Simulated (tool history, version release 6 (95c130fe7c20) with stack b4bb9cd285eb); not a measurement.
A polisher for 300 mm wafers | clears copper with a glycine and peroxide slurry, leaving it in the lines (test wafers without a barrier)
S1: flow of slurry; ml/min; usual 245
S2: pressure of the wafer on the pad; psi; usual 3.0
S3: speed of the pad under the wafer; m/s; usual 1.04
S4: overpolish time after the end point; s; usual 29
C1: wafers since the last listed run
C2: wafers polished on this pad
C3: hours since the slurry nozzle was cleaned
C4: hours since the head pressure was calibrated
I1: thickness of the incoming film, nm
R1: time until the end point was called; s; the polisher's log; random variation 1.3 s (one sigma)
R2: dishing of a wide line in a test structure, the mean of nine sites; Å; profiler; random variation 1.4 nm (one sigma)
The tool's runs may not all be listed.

run    hour   S1   S2    S3  S4   C1    C2     C3      C4     I1     R1    R2
  1     0.0  245  3.0  1.04  29    0  1354  141.5   889.8  540.5  108.2   815
        1.8  -- worn pad replaced by a new one
  2    43.9  245  3.0  1.04  29  187   187  185.4   933.7  536.6  106.8   819
  3    92.7  245  3.0  1.04  29  217   405  234.2   982.5  532.1  107.7   814
       95.5  -- slurry nozzle cleaned
  4   121.9  245  3.0  1.04  29  125   531   26.4  1011.7  530.8  105.3   825
      126.2  -- head pressure recalibrated
  5   239.7  180  3.0  1.04  29  516  1048  144.2   113.5  534.2  108.6   807
  6   282.9  180  3.0  1.04  29  192  1241  187.4   156.7  528.1  110.7   787
      296.0  -- worn pad replaced by a new one
  7   318.7  180  3.0  1.04  29  141   101  223.2   192.5  533.7  113.7   779
  8   372.4  190  3.0  1.04  29  239   341  276.9   246.2  538.3  115.8   789
      379.3  -- slurry nozzle cleaned
  9   437.0  190  3.0  1.04  29  283   625   57.7   310.8  539.3  110.6   816
 10   494.9  245  3.0  0.86  29  258   883  115.6   368.7  526.4  117.9   765
      537.0  -- worn pad replaced by a new one
 11   552.2  245  3.0  0.86  29  237    67  172.9   426.0  544.7  122.7   735
 12   593.0  245  3.0  0.86  29  182   250  213.7   466.8  531.2  121.1   767
 13   620.6  245  3.0  1.04  29  123   373  241.3   494.4  540.4  113.8   845
 14   647.8  245  3.0  1.04  29  121   494  268.5   521.6  541.0  110.0   788
      688.7  -- slurry nozzle cleaned
 15   692.2  245  3.0  1.04  34  193   688    3.5   566.0  533.6  105.8   938
 16   760.8  245  3.0  1.04  34  306   994   72.1   634.6  540.5  106.3   922
 17   815.2  225  2.1  1.40  37  242  1237  126.5   689.0  538.0  118.2   876
      824.3  -- worn pad replaced by a new one
 18   878.3  245  3.9  1.38  29  263   241  189.6   752.1  535.1   71.1  1075
 19   925.7  190  3.9  1.26  35  211   452  237.0   799.5  530.7   77.0  1124
 20   957.9  305  3.4  1.04  29  143   596  269.2   831.7  529.5   98.9   873
      960.4  -- slurry nozzle cleaned
 21  1013.7  195  2.2  1.04  29  244   840   53.3   887.5  537.8  137.3   676
     1067.8  -- head pressure recalibrated
 22  1076.1  185  3.8  0.78  25  269  1110  115.7     8.3  545.5  112.3   743

Forecast run 23:
     1127.7  -- worn pad replaced by a new one
 23  1145.5  245  3.0  1.04  29  291  79  185.1  77.7  543.8   ?   ?

{"run 23": {"R1": 108.2, "R2": 815}}
Without the tool's hidden state the same run would have given R1 105.9 s, R2 826 Å.

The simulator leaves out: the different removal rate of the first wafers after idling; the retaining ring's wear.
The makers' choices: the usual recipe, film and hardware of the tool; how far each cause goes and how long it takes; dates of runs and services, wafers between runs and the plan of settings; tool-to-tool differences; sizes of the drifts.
